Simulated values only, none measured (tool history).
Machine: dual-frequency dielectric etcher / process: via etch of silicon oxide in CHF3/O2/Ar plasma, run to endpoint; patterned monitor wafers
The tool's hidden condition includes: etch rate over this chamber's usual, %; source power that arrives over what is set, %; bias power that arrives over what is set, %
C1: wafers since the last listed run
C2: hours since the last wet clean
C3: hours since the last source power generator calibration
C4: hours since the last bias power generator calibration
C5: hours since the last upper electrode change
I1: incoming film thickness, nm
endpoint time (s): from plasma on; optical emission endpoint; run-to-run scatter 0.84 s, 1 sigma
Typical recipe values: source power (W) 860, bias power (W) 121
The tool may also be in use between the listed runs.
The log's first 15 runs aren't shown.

{"run": 16, "hour": 366.0, "source power (W)": 700, "bias power (W)": 132, "C1": 177, "C2": 287.3, "C3": 5094.1, "C4": 2622.7, "C5": 2150.7, "I1": 487, "endpoint time (s)": 249.8}
{"run": 17, "hour": 398.2, "source power (W)": 690, "bias power (W)": 149, "C1": 184, "C2": 319.5, "C3": 5126.3, "C4": 2654.9, "C5": 2182.9, "I1": 480.2, "endpoint time (s)": 240}
{"run": 18, "hour": 410.3, "source power (W)": 860, "bias power (W)": 121, "C1": 69, "C2": 331.6, "C3": 5138.4, "C4": 2667, "C5": 2195, "I1": 484.6, "endpoint time (s)": 241.9}
{"run": 19, "hour": 427.0, "source power (W)": 860, "bias power (W)": 121, "C1": 95, "C2": 348.3, "C3": 5155.1, "C4": 2683.7, "C5": 2211.7, "I1": 481.7, "endpoint time (s)": 236.8}
{"run": 20, "hour": 460.1, "source power (W)": 790, "bias power (W)": 102, "C1": 189, "C2": 381.4, "C3": 5188.2, "C4": 2716.8, "C5": 2244.8, "I1": 485.2, "endpoint time (s)": 255.5}
{"hour": 484.8, "done": "source power generator calibrated"}
{"run": 21, "hour": 487.9, "source power (W)": 750, "bias power (W)": 148, "C1": 136, "C2": 409.2, "C3": 3.1, "C4": 2744.6, "C5": 2272.6, "I1": 477.7, "endpoint time (s)": 237}
{"run": 22, "hour": 505.5, "source power (W)": 690, "bias power (W)": 103, "C1": 101, "C2": 426.8, "C3": 20.7, "C4": 2762.2, "C5": 2290.2, "I1": 483.7, "endpoint time (s)": 267}
{"hour": 544.2, "done": "wet clean of the chamber"}
{"run": 23, "hour": 544.7, "source power (W)": 770, "bias power (W)": 121, "C1": 87, "C2": 0.5, "C3": 59.9, "C4": 2801.4, "C5": 2329.4, "I1": 482.3, "endpoint time (s)": 245.6}
{"hour": 570.7, "done": "upper electrode replaced, of another model than before"}
{"run": 24, "hour": 571.2, "source power (W)": 860, "bias power (W)": 140, "C1": 14, "C2": 27, "C3": 86.4, "C4": 2827.9, "C5": 0.5, "I1": 481.3, "endpoint time (s)": 231.3}
{"run": 25, "hour": 591.6, "source power (W)": 860, "bias power (W)": 121, "C1": 117, "C2": 47.4, "C3": 106.8, "C4": 2848.3, "C5": 20.9, "I1": 483.5, "endpoint time (s)": 237.4}
{"hour": 596.6, "done": "bias power generator calibrated"}
{"run": 26, "hour": 603.6, "source power (W)": 1030, "bias power (W)": 143, "C1": 45, "C2": 59.4, "C3": 118.8, "C4": 7, "C5": 32.9, "I1": 485.2, "endpoint time (s)": 217.1}
{"run": 27, "hour": 709.8, "source power (W)": 860, "bias power (W)": 121, "C1": 609, "C2": 165.6, "C3": 225, "C4": 113.2, "C5": 139.1, "I1": 480.3, "endpoint time (s)": 237.6}
{"run": 28, "hour": 738.0, "source power (W)": 710, "bias power (W)": 132, "C1": 161, "C2": 193.8, "C3": 253.2, "C4": 141.4, "C5": 167.3, "I1": 480, "endpoint time (s)": 251.5}
{"run": 29, "hour": 770.0, "source power (W)": 740, "bias power (W)": 146, "C1": 183, "C2": 225.8, "C3": 285.2, "C4": 173.4, "C5": 199.3, "I1": 479.7, "endpoint time (s)": 242.9}
{"run": 30, "hour": 874.8, "source power (W)": 800, "bias power (W)": 111, "C1": 601, "C2": 330.6, "C3": 390, "C4": 278.2, "C5": 304.1, "I1": 485, "endpoint time (s)": 251.4}
{"run": 31, "hour": 902.1, "source power (W)": 970, "bias power (W)": 94, "C1": 156, "C2": 357.9, "C3": 417.3, "C4": 305.5, "C5": 331.4, "I1": 487.5, "endpoint time (s)": 242.6}
{"run": 32, "hour": 919.3, "source power (W)": 860, "bias power (W)": 121, "C1": 98, "C2": 375.1, "C3": 434.5, "C4": 322.7, "C5": 348.6, "I1": 480.8, "endpoint time (s)": 238.8}
{"run": 33, "hour": 942.8, "source power (W)": 860, "bias power (W)": 121, "C1": 134, "C2": 398.6, "C3": 458, "C4": 346.2, "C5": 372.1, "I1": 480.1, "endpoint time (s)": 240}
{"run": 34, "hour": 959.8, "source power (W)": 860, "bias power (W)": 121, "C1": 97, "C2": 415.6, "C3": 475, "C4": 363.2, "C5": 389.1, "I1": 478.9, "endpoint time (s)": 240.5}

5 options for the next run, each taken on its own from the tool as it stands now. Forecast them:
{"run": "A", "hour": 960.3, "source power (W)": 690, "bias power (W)": 121, "C1": 2, "C2": 416.1, "C3": 475.5, "C4": 363.7, "C5": 389.6, "I1": 479.8, "endpoint time (s)": "?"}
{"run": "B", "hour": 960.3, "source power (W)": 960, "bias power (W)": 130, "C1": 2, "C2": 416.1, "C3": 475.5, "C4": 363.7, "C5": 389.6, "I1": 479.8, "endpoint time (s)": "?"}
{"run": "C", "hour": 960.3, "source power (W)": 860, "bias power (W)": 144, "C1": 2, "C2": 416.1, "C3": 475.5, "C4": 363.7, "C5": 389.6, "I1": 479.8, "endpoint time (s)": "?"}
{"run": "D", "hour": 960.3, "source power (W)": 690, "bias power (W)": 144, "C1": 2, "C2": 416.1, "C3": 475.5, "C4": 363.7, "C5": 389.6, "I1": 479.8, "endpoint time (s)": "?"}
{"run": "E", "hour": 960.3, "source power (W)": 1040, "bias power (W)": 121, "C1": 2, "C2": 416.1, "C3": 475.5, "C4": 363.7, "C5": 389.6, "I1": 479.8, "endpoint time (s)": "?"}

run=A endpoint_time_(s)=261.9
run=B endpoint_time_(s)=227.5
run=C endpoint_time_(s)=232.5
run=D endpoint_time_(s)=252.9
run=E endpoint_time_(s)=223.5
Had the tool no hidden state, the same runs would have come out as:
run=A endpoint_time_(s)=257.8
run=B endpoint_time_(s)=223.9
run=C endpoint_time_(s)=228.9
run=D endpoint_time_(s)=249
run=E endpoint_time_(s)=220
